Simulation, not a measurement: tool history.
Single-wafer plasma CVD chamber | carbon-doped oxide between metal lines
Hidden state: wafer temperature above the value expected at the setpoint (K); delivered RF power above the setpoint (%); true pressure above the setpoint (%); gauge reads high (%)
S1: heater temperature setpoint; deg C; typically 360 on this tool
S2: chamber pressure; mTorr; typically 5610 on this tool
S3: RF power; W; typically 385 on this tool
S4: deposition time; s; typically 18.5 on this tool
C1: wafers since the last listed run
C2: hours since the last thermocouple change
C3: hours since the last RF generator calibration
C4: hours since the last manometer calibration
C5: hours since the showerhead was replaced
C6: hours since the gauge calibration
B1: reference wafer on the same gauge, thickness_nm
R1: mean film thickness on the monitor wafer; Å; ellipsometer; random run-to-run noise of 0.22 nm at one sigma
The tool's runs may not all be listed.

run 1 day=0.000 | S1=360 S2=5610 S3=385 S4=18.5 | C1=0 C2=1705.1 C3=662.0 C4=2437.0 C5=8655.3 C6=23.9 | B1=61.408 | R1=706.02
run 2 day=1.308 | S1=360 S2=5290 S3=355 S4=18.5 | C1=1082 C2=1736.5 C3=693.4 C4=2468.4 C5=8686.7 C6=55.3 | B1=61.380 | R1=664.30
run 3 day=2.783 | S1=360 S2=5290 S3=355 S4=18.5 | C1=1220 C2=1771.9 C3=728.8 C4=2503.8 C5=8722.1 C6=90.7 | B1=61.393 | R1=664.89
run 4 day=3.712 | S1=360 S2=5290 S3=355 S4=18.5 | C1=768 C2=1794.2 C3=751.1 C4=2526.1 C5=8744.4 C6=113.0 | B1=61.361 | R1=662.84
run 5 day=4.317 | S1=360 S2=5610 S3=385 S4=18.5 | C1=499 C2=1808.7 C3=765.6 C4=2540.6 C5=8758.9 C6=127.5 | B1=61.449 | R1=703.46
-- day=5.417 RF generator calibrated
run 6 day=5.438 | S1=360 S2=5610 S3=385 S4=18.5 | C1=651 C2=1835.6 C3=0.5 C4=2567.5 C5=8785.8 C6=154.4 | B1=61.394 | R1=725.90
run 7 day=5.942 | S1=360 S2=5610 S3=385 S4=18.5 | C1=417 C2=1847.7 C3=12.6 C4=2579.6 C5=8797.9 C6=166.5 | B1=61.433 | R1=727.21
-- day=6.421 capacitance manometer re-zeroed and calibrated
run 8 day=6.754 | S1=360 S2=5610 S3=385 S4=18.5 | C1=396 C2=1867.2 C3=32.1 C4=8.0 C5=8817.4 C6=186.0 | B1=61.393 | R1=730.01
-- day=7.375 gauge calibrated
-- day=8.396 showerhead replaced
run 9 day=8.417 | S1=347 S2=5610 S3=385 S4=15.1 | C1=1099 C2=1907.1 C3=72.0 C4=47.9 C5=0.5 C6=25.0 | B1=61.339 | R1=615.55
-- day=8.933 thermocouple changed; heater temperature recalibrated
run 10 day=8.954 | S1=373 S2=5610 S3=385 S4=18.5 | C1=168 C2=0.5 C3=84.9 C4=60.8 C5=13.4 C6=37.9 | B1=61.384 | R1=707.80
run 11 day=9.612 | S1=360 S2=5610 S3=385 S4=18.5 | C1=544 C2=16.3 C3=100.7 C4=76.6 C5=29.2 C6=53.7 | B1=61.351 | R1=726.80
run 12 day=11.067 | S1=360 S2=4870 S3=325 S4=15.2 | C1=1203 C2=51.2 C3=135.6 C4=111.5 C5=64.1 C6=88.6 | B1=61.367 | R1=528.68
run 13 day=11.696 | S1=360 S2=4680 S3=385 S4=16.5 | C1=520 C2=66.3 C3=150.7 C4=126.6 C5=79.2 C6=103.7 | B1=61.403 | R1=636.77
run 14 day=12.671 | S1=360 S2=4870 S3=335 S4=18.5 | C1=806 C2=89.7 C3=174.1 C4=150.0 C5=102.6 C6=127.1 | B1=61.381 | R1=656.18
run 15 day=13.342 | S1=360 S2=4260 S3=385 S4=18.5 | C1=554 C2=105.8 C3=190.2 C4=166.1 C5=118.7 C6=143.2 | B1=61.418 | R1=700.60

Branching from run 15: 3 alternative next runs. What would each branch give?
run A day=13.358 | S1=360 S2=5610 S3=385 S4=18.5 | C1=13 C2=106.2 C3=190.6 C4=166.5 C5=119.1 C6=143.6 | B1=? | R1=?
run B day=13.358 | S1=355 S2=6150 S3=460 S4=20.5 | C1=13 C2=106.2 C3=190.6 C4=166.5 C5=119.1 C6=143.6 | B1=? | R1=?
run C day=13.358 | S1=360 S2=5610 S3=460 S4=18.5 | C1=13 C2=106.2 C3=190.6 C4=166.5 C5=119.1 C6=143.6 | B1=? | R1=?

run=A B1=61.358 R1=722.03
run=B B1=61.358 R1=910.30
run=C B1=61.358 R1=806.03
With no hidden state in the tool, these same runs would have given:
run=A R1=730.54
run=B R1=920.64
run=C R1=815.18

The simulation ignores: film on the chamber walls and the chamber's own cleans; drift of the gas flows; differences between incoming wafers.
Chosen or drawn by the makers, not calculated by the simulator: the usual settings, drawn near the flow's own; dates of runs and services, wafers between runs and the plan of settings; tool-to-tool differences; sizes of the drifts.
